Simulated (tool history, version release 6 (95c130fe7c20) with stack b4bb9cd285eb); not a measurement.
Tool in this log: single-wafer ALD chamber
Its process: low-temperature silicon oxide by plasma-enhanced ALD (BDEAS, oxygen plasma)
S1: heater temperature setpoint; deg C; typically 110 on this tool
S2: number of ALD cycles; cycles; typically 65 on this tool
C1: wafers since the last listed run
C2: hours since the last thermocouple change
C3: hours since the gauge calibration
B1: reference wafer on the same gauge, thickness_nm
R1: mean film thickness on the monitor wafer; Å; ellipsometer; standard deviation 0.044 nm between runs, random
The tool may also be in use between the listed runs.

Run 1, hour 0.0: usual settings; C1 0; C2 1007.1; C3 415.0; B1 9.399. Result: R1 85.75 Å.
Run 2, hour 44.5: usual settings; C1 235; C2 1051.6; C3 459.5; B1 9.388. Result: R1 85.48 Å.
Run 3, hour 100.0: usual settings; C1 294; C2 1107.1; C3 515.0; B1 9.400. Result: R1 85.77 Å.
Run 4, hour 128.1: usual settings but S1 121 deg C, S2 70 cycles; C1 148; C2 1135.2; C3 543.1; B1 9.394. Result: R1 90.84 Å.
Run 5, hour 332.4: usual settings but S1 121 deg C, S2 70 cycles; C1 1082; C2 1339.5; C3 747.4; B1 9.396. Result: R1 90.41 Å.
Run 6, hour 372.3: usual settings; C1 211; C2 1379.4; C3 787.3; B1 9.395. Result: R1 84.82 Å.
Run 7, hour 412.7: usual settings; C1 214; C2 1419.8; C3 827.7; B1 9.407. Result: R1 84.71 Å.
At hour 515.4: thermocouple changed; heater temperature recalibrated.
Run 8, hour 523.0: usual settings but S1 116 deg C, S2 71 cycles; C1 542; C2 7.6; C3 938.0; B1 9.394. Result: R1 92.71 Å.
Run 9, hour 568.0: usual settings but S1 116 deg C, S2 75 cycles; C1 238; C2 52.6; C3 983.0; B1 9.391. Result: R1 97.24 Å.
Run 10, hour 621.1: usual settings; C1 281; C2 105.7; C3 1036.1; B1 9.394. Result: R1 85.66 Å.
Run 11, hour 793.8: usual settings but S1 104 deg C; C1 915; C2 278.4; C3 1208.8; B1 9.393. Result: R1 86.15 Å.
At hour 809.9: gauge calibrated.
Run 12, hour 846.0: usual settings; C1 276; C2 330.6; C3 36.1; B1 9.397. Result: R1 85.47 Å.
Run 13, hour 877.2: usual settings but S1 116 deg C, S2 56 cycles; C1 165; C2 361.8; C3 67.3; B1 9.397. Result: R1 73.14 Å.
Run 14, hour 912.7: usual settings but S1 98 deg C, S2 73 cycles; C1 188; C2 397.3; C3 102.8; B1 9.398. Result: R1 98.15 Å.
Run 15, hour 977.7: usual settings but S1 98 deg C, S2 68 cycles; C1 344; C2 462.3; C3 167.8; B1 9.404. Result: R1 90.69 Å.
Run 16, hour 1022.9: usual settings but S2 53 cycles; C1 239; C2 507.5; C3 213.0; B1 9.398. Result: R1 69.80 Å.

4 ways to go on from here, each from the tool as it stands after run 16. What would each give?
Run A, hour 1023.4: usual settings but S2 54 cycles; C1 2; C2 508.0; C3 213.5; B1 ?. Result: R1 ?.
Run B, hour 1023.4: usual settings but S1 106 deg C, S2 61 cycles; C1 2; C2 508.0; C3 213.5; B1 ?. Result: R1 ?.
Run C, hour 1023.4: usual settings but S1 101 deg C, S2 53 cycles; C1 2; C2 508.0; C3 213.5; B1 ?. Result: R1 ?.
Run D, hour 1023.4: usual settings but S1 116 deg C, S2 70 cycles; C1 2; C2 508.0; C3 213.5; B1 ?. Result: R1 ?.

run     B1     R1
  A  9.404  71.15
  B  9.404  80.92
  C  9.404  70.90
  D  9.404  91.30
With the hidden condition removed and each run's random variation left untouched, the same runs would have given:
run     R1
  A  71.15
  B  80.92
  C  70.90
  D  91.30
